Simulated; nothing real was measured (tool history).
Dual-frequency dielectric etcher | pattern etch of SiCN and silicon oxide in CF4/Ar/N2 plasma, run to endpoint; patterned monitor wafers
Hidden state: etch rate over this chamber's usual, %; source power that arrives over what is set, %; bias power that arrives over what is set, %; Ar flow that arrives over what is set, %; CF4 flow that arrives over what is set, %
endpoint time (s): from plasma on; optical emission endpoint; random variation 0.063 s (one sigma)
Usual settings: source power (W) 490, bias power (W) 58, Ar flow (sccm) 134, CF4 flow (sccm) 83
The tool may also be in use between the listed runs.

run	hour	source power (W)	bias power (W)	Ar flow (sccm)	CF4 flow (sccm)	wafers since the last listed run	hours since the last wet clean	hours since the last source power generator calibration	hours since the last bias power generator calibration	hours since the last Ar flow controller change	hours since the last CF4 flow controller change	hours since the last upper electrode change	incoming incoming film thickness, nm	endpoint time (s)
1	0	490	58	134	78	0	325.7	1928.8	1352.4	2788.8	2144.7	4054	17.08	20.9
2	23.8	490	58	134	78	239	349.5	1952.6	1376.2	2812.6	2168.5	4077.8	17.04	20.7
3	58.4	490	58	134	78	347	384.1	1987.2	1410.8	2847.2	2203.1	4112.4	17.07	20.9
4	91.3	490	58	134	83	330	417	2020.1	1443.7	2880.1	2236	4145.3	17.06	20.4
5	106.6	490	58	134	83	153	432.3	2035.4	1459	2895.4	2251.3	4160.6	16.95	20.4
# hour 164.4: CF4 flow controller replaced
6	169.5	490	58	134	83	571	495.2	2098.3	1521.9	2958.3	5.1	4223.5	17.16	20.6
# hour 193.7: wet clean of the chamber
7	199.5	490	58	134	83	60	5.8	2128.3	1551.9	2988.3	35.1	4253.5	16.98	20.9
8	216.1	490	58	134	83	166	22.4	2144.9	1568.5	3004.9	51.7	4270.1	16.88	20.8
9	230.3	490	58	134	83	142	36.6	2159.1	1582.7	3019.1	65.9	4284.3	16.94	20.9
# hour 236.9: source power generator calibrated
# hour 238.1: Ar flow controller replaced
10	243.1	490	58	114	83	76	49.4	6.2	1595.5	5	78.7	4297.1	16.97	20.4
11	263.6	490	58	114	83	205	69.9	26.7	1616	25.5	99.2	4317.6	16.91	20.4
12	295.6	560	64	134	83	321	101.9	58.7	1648	57.5	131.2	4349.6	16.85	18.5
13	309.1	570	67	125	100	135	115.4	72.2	1661.5	71	144.7	4363.1	17.1	17.7
14	338.8	390	62	112	76	298	145.1	101.9	1691.2	100.7	174.4	4392.8	17.08	22.9
# hour 365.7: upper electrode replaced
# hour 374.4: bias power generator calibrated
15	374.9	490	58	114	83	81	181.2	138	0.5	136.8	210.5	9.2	17.07	20.4
16	385	490	58	134	83	101	191.3	148.1	10.6	146.9	220.6	19.3	17.18	21
17	413.8	490	58	134	83	289	220.1	176.9	39.4	175.7	249.4	48.1	17.03	20.7
18	442	550	52	134	83	283	248.3	205.1	67.6	203.9	277.6	76.3	16.92	19.8
19	476.7	390	58	158	83	348	283	239.8	102.3	238.6	312.3	111	17.17	24.5
20	500.9	580	52	119	83	243	307.2	264	126.5	262.8	336.5	135.2	16.96	18.8
21	518.8	490	67	134	83	179	325.1	281.9	144.4	280.7	354.4	153.1	17	19.7
22	544.4	490	58	134	83	257	350.7	307.5	170	306.3	380	178.7	16.97	20.5

Forecast each of these 5 alternatives for the next run:
A	544.8	560	58	134	83	4	351.1	307.9	170.4	306.7	380.4	179.1	17.08	?
B	544.8	560	70	100	69	4	351.1	307.9	170.4	306.7	380.4	179.1	17.08	?
C	544.8	490	58	134	67	4	351.1	307.9	170.4	306.7	380.4	179.1	17.08	?
D	544.8	490	58	121	83	4	351.1	307.9	170.4	306.7	380.4	179.1	17.08	?
E	544.8	490	58	134	94	4	351.1	307.9	170.4	306.7	380.4	179.1	17.08	?

run	endpoint time (s)
A	19.1
B	17.7
C	21.3
D	20.3
E	20.3
Take away the tool's hidden state, keep each run's random variation, and the runs would have read:
run	endpoint time (s)
A	19.4
B	18
C	21.7
D	20.6
E	20.6
